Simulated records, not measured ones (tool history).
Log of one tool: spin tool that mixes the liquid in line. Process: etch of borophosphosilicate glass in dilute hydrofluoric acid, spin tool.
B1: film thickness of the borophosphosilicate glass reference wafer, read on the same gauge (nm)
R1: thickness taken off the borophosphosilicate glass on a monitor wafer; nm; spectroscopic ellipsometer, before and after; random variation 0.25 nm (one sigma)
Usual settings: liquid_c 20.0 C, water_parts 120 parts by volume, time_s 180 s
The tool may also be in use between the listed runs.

Run 1, hour 0.0: usual settings but liquid_c 17.0 C; B1 130.04. Result: R1 33.67 nm.
Run 2, hour 16.5: usual settings but water_parts 90 parts by volume, time_s 135 s; B1 129.94. Result: R1 39.00 nm.
Run 3, hour 30.1: usual settings but water_parts 90 parts by volume, time_s 135 s; B1 129.99. Result: R1 38.48 nm.
Run 4, hour 47.1: usual settings but water_parts 90 parts by volume, time_s 135 s; B1 130.00. Result: R1 38.92 nm.
Run 5, hour 63.9: usual settings; B1 130.01. Result: R1 37.33 nm.
Run 6, hour 72.4: usual settings; B1 130.03. Result: R1 37.68 nm.
Run 7, hour 81.1: usual settings; B1 129.98. Result: R1 37.65 nm.
Run 8, hour 89.8: usual settings; B1 130.03. Result: R1 36.98 nm.
Run 9, hour 97.7: usual settings; B1 129.96. Result: R1 37.22 nm.
Run 10, hour 108.0: usual settings; B1 130.05. Result: R1 37.64 nm.
At hour 119.9: gauge calibrated.
Run 11, hour 120.3: usual settings; B1 129.99. Result: R1 37.47 nm.
Run 12, hour 138.4: usual settings; B1 129.98. Result: R1 37.25 nm.
Run 13, hour 155.4: usual settings; B1 130.03. Result: R1 37.52 nm.
Run 14, hour 161.9: usual settings; B1 130.01. Result: R1 37.04 nm.
At hour 164.9: thermometer replaced.
Run 15, hour 177.8: usual settings but water_parts 95 parts by volume, time_s 280 s; B1 130.01. Result: R1 85.87 nm.
Run 16, hour 192.8: usual settings but water_parts 140 parts by volume; B1 129.94. Result: R1 34.95 nm.
Run 17, hour 206.8: usual settings; B1 130.01. Result: R1 41.81 nm.
Run 18, hour 214.0: usual settings but liquid_c 21.5 C, water_parts 175 parts by volume, time_s 145 s; B1 130.01. Result: R1 23.33 nm.
Run 19, hour 221.2: usual settings; B1 130.00. Result: R1 42.44 nm.
Run 20, hour 227.6: usual settings but liquid_c 23.0 C, time_s 240 s; B1 129.97. Result: R1 63.13 nm.
Run 21, hour 234.3: usual settings but time_s 120 s; B1 129.97. Result: R1 27.91 nm.
Run 22, hour 250.4: usual settings but liquid_c 23.0 C, water_parts 165 parts by volume, time_s 245 s; B1 129.99. Result: R1 44.63 nm.
Run 23, hour 261.0: usual settings but liquid_c 24.0 C, water_parts 100 parts by volume; B1 129.98. Result: R1 59.90 nm.
Run 24, hour 278.3: usual settings but time_s 220 s; B1 129.96. Result: R1 51.12 nm.
At hour 283.2: hydrofluoric acid flow meter replaced.
Run 25, hour 293.9: usual settings but liquid_c 18.0 C, water_parts 150 parts by volume; B1 130.04. Result: R1 29.59 nm.
Run 26, hour 300.4: usual settings but water_parts 160 parts by volume; B1 130.05. Result: R1 29.91 nm.
Run 27, hour 314.7: usual settings but liquid_c 17.5 C, time_s 145 s; B1 130.01. Result: R1 29.81 nm.
Run 28, hour 326.3: usual settings but water_parts 70 parts by volume, time_s 285 s; B1 129.97. Result: R1 119.30 nm.
Run 29, hour 333.2: usual settings; B1 129.99. Result: R1 41.61 nm.
Run 30, hour 349.8: usual settings but liquid_c 24.5 C, water_parts 180 parts by volume, time_s 150 s; B1 130.01. Result: R1 26.04 nm.
Run 31, hour 362.9: usual settings but liquid_c 23.0 C; B1 129.95. Result: R1 46.52 nm.
Run 32, hour 374.2: usual settings; B1 129.97. Result: R1 41.47 nm.
Run 33, hour 382.4: usual settings but liquid_c 22.5 C, water_parts 75 parts by volume, time_s 145 s; B1 129.96. Result: R1 62.30 nm.

3 ways to go on from here, each from the tool as it stands after run 33. What would each give?
Run A, hour 382.9: usual settings; B1 ?. Result: R1 ?.
Run B, hour 382.9: usual settings but liquid_c 17.5 C, water_parts 160 parts by volume, time_s 80 s; B1 ?. Result: R1 ?.
Run C, hour 382.9: usual settings but water_parts 65 parts by volume, time_s 145 s; B1 ?. Result: R1 ?.

run      B1     R1
  A  130.00  41.16
  B  130.00  11.90
  C  130.00  65.08
Without the tool's hidden state the same runs would have given:
run     R1
  A  42.12
  B  12.18
  C  66.66
